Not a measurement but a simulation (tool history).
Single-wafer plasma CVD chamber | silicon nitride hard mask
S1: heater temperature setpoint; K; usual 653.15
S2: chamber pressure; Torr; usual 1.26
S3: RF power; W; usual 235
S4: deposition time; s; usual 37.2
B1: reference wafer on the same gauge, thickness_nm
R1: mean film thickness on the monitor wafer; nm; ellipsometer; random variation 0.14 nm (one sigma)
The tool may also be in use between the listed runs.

Run 1, hour 0.0: usual settings; B1 33.992. Result: R1 37.456 nm.
Run 2, hour 67.8: usual settings; B1 34.025. Result: R1 37.507 nm.
At hour 107.2: RF generator calibrated.
Run 3, hour 135.9: usual settings; B1 33.996. Result: R1 38.792 nm.
Run 4, hour 251.8: usual settings; B1 33.991. Result: R1 38.732 nm.
Run 5, hour 296.7: usual settings but S2 1.34 Torr; B1 33.999. Result: R1 39.079 nm.
Run 6, hour 357.5: usual settings but S2 1.34 Torr; B1 33.991. Result: R1 39.104 nm.
At hour 369.5: gauge calibrated.
Run 7, hour 414.2: usual settings but S2 1.34 Torr; B1 33.980. Result: R1 39.367 nm.
Run 8, hour 455.8: usual settings but S2 1.17 Torr; B1 34.012. Result: R1 38.207 nm.
Run 9, hour 524.5: usual settings but S3 205 W; B1 33.988. Result: R1 36.609 nm.
Run 10, hour 575.2: usual settings but S1 667.15 K, S2 1.50 Torr, S3 270 W, S4 44.3 s; B1 33.994. Result: R1 49.889 nm.
Run 11, hour 639.0: usual settings but S1 660.15 K, S3 210 W; B1 34.000. Result: R1 36.846 nm.
At hour 710.0: capacitance manometer re-zeroed and calibrated.
At hour 720.3: showerhead replaced.
Run 12, hour 765.5: usual settings but S1 647.15 K, S3 245 W, S4 43.8 s; B1 33.987. Result: R1 44.893 nm.
Run 13, hour 812.3: usual settings but S2 0.96 Torr, S3 215 W, S4 32.9 s; B1 34.009. Result: R1 30.041 nm.
Run 14, hour 867.1: usual settings but S2 1.04 Torr; B1 33.968. Result: R1 35.898 nm.
At hour 898.2: RF generator calibrated.
Run 15, hour 924.5: usual settings; B1 33.997. Result: R1 38.292 nm.
Run 16, hour 954.7: usual settings but S1 645.15 K, S4 30.4 s; B1 34.003. Result: R1 31.355 nm.
Run 17, hour 1005.3: usual settings but S1 667.15 K; B1 33.982. Result: R1 38.035 nm.
Run 18, hour 1030.9: usual settings but S1 638.15 K, S4 35.0 s; B1 34.010. Result: R1 36.172 nm.
At hour 1059.5: thermocouple changed; heater temperature recalibrated.
Run 19, hour 1086.3: usual settings but S2 1.12 Torr, S3 260 W, S4 31.1 s; B1 34.002. Result: R1 32.296 nm.
Run 20, hour 1121.8: usual settings but S1 647.15 K, S2 1.02 Torr, S3 210 W; B1 33.978. Result: R1 34.953 nm.
Run 21, hour 1150.5: usual settings but S1 661.15 K, S2 1.55 Torr, S3 190 W, S4 40.6 s; B1 33.993. Result: R1 40.092 nm.
Run 22, hour 1193.6: usual settings but S1 640.15 K, S2 1.08 Torr, S3 255 W, S4 33.1 s; B1 34.025. Result: R1 34.255 nm.
Run 23, hour 1241.8: usual settings; B1 34.001. Result: R1 38.281 nm.
Run 24, hour 1304.9: usual settings; B1 34.006. Result: R1 38.252 nm.
Run 25, hour 1340.2: usual settings but S1 644.15 K, S3 210 W; B1 33.981. Result: R1 36.529 nm.
Run 26, hour 1377.2: usual settings; B1 33.999. Result: R1 38.251 nm.

Run 27 comes next. What will it give?
Run 27, hour 1412.0: usual settings but S1 665.15 K, S2 1.38 Torr, S3 215 W, S4 41.4 s; B1 ?. Result: R1 ?.

{"run 27": {"B1": 34.005, "R1": 41.562}}
Without the tool's hidden state the same run would have given R1 41.567 nm.
